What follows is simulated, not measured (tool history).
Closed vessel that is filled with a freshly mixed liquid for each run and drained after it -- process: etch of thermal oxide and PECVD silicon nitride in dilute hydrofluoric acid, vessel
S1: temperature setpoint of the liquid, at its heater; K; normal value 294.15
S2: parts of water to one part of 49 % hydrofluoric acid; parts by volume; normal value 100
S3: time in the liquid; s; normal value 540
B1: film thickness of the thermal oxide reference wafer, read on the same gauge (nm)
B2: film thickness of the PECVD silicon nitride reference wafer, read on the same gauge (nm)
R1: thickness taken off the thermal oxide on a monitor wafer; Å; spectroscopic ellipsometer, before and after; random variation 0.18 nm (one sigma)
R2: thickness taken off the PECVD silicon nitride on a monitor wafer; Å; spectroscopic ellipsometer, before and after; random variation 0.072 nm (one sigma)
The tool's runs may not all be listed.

run 1 hour=0 | S1=294.15 S2=100 S3=540 | B1=109.96 B2=90.01 | R1=231.4 R2=212.7
run 2 hour=60.6 | S1=294.15 S2=100 S3=540 | B1=109.98 B2=89.96 | R1=233 R2=211.3
run 3 hour=118.6 | S1=294.15 S2=100 S3=540 | B1=109.96 B2=90.03 | R1=234.5 R2=212.3
run 4 hour=172.2 | S1=294.15 S2=100 S3=540 | B1=109.97 B2=90.01 | R1=230.6 R2=211.9
run 5 hour=226 | S1=294.15 S2=100 S3=540 | B1=109.95 B2=89.99 | R1=229.9 R2=210.5
run 6 hour=271.6 | S1=294.15 S2=100 S3=540 | B1=109.99 B2=89.99 | R1=234.5 R2=209.9
run 7 hour=321.1 | S1=294.15 S2=100 S3=540 | B1=110.02 B2=89.98 | R1=232.3 R2=211.4
run 8 hour=358.9 | S1=294.15 S2=100 S3=540 | B1=110 B2=90.02 | R1=230.8 R2=211.3
run 9 hour=402.2 | S1=294.15 S2=60 S3=540 | B1=109.98 B2=89.97 | R1=405.1 R2=350.1
run 10 hour=468.7 | S1=294.15 S2=60 S3=540 | B1=110.06 B2=90 | R1=406.1 R2=345.4
run 11 hour=516.9 | S1=290.15 S2=50 S3=625 | B1=110.04 B2=89.97 | R1=478.3 R2=364.2
run 12 hour=557.1 | S1=294.15 S2=100 S3=290 | B1=109.99 B2=90.03 | R1=123.3 R2=114
run 13 hour=614 | S1=297.15 S2=100 S3=340 | B1=109.94 B2=89.98 | R1=161.5 R2=163
run 14 hour=641.6 | S1=296.15 S2=120 S3=690 | B1=110.01 B2=89.97 | R1=259.1 R2=259
run 15 hour=713.4 | S1=296.65 S2=70 S3=855 | B1=110.02 B2=90.03 | R1=605.9 R2=559.5
run 16 hour=768.8 | S1=299.15 S2=65 S3=420 | B1=110 B2=89.99 | R1=350.9 R2=350.1
run 17 hour=794.3 | S1=294.15 S2=100 S3=390 | B1=110.03 B2=89.98 | R1=166.3 R2=153.1
run 18 hour=837.9 | S1=294.15 S2=100 S3=360 | B1=109.99 B2=89.99 | R1=157.2 R2=141.2
run 19 hour=899.2 | S1=294.15 S2=100 S3=540 | B1=109.99 B2=89.97 | R1=232.4 R2=210.8
run 20 hour=959.6 | S1=291.15 S2=145 S3=270 | B1=109.97 B2=89.99 | R1=67.2 R2=60.1
run 21 hour=1010.5 | S1=294.15 S2=100 S3=540 | B1=109.95 B2=89.98 | R1=233.3 R2=212.5
run 22 hour=1071.2 | S1=292.15 S2=120 S3=680 | B1=110.05 B2=90 | R1=219.5 R2=194.5
run 23 hour=1121.9 | S1=297.65 S2=140 S3=540 | B1=110.02 B2=89.98 | R1=181 R2=191.1
run 24 hour=1175.6 | S1=294.15 S2=100 S3=540 | B1=109.98 B2=89.99 | R1=230.9 R2=212.7
run 25 hour=1225.4 | S1=290.15 S2=100 S3=450 | B1=109.98 B2=89.99 | R1=165.4 R2=134.1

Not shown: 3 entries that the log had between the listed runs. Between which runs, and how does the tool's hidden state differ before and after?
Runs 12 to 13: hydrofluoric acid flow meter replaced (hour 602.1)
  no hidden state differs between the two runs
Runs 14 to 15: thermometer replaced (hour 655.8); gauge calibrated (hour 667)
  no hidden state differs between the two runs

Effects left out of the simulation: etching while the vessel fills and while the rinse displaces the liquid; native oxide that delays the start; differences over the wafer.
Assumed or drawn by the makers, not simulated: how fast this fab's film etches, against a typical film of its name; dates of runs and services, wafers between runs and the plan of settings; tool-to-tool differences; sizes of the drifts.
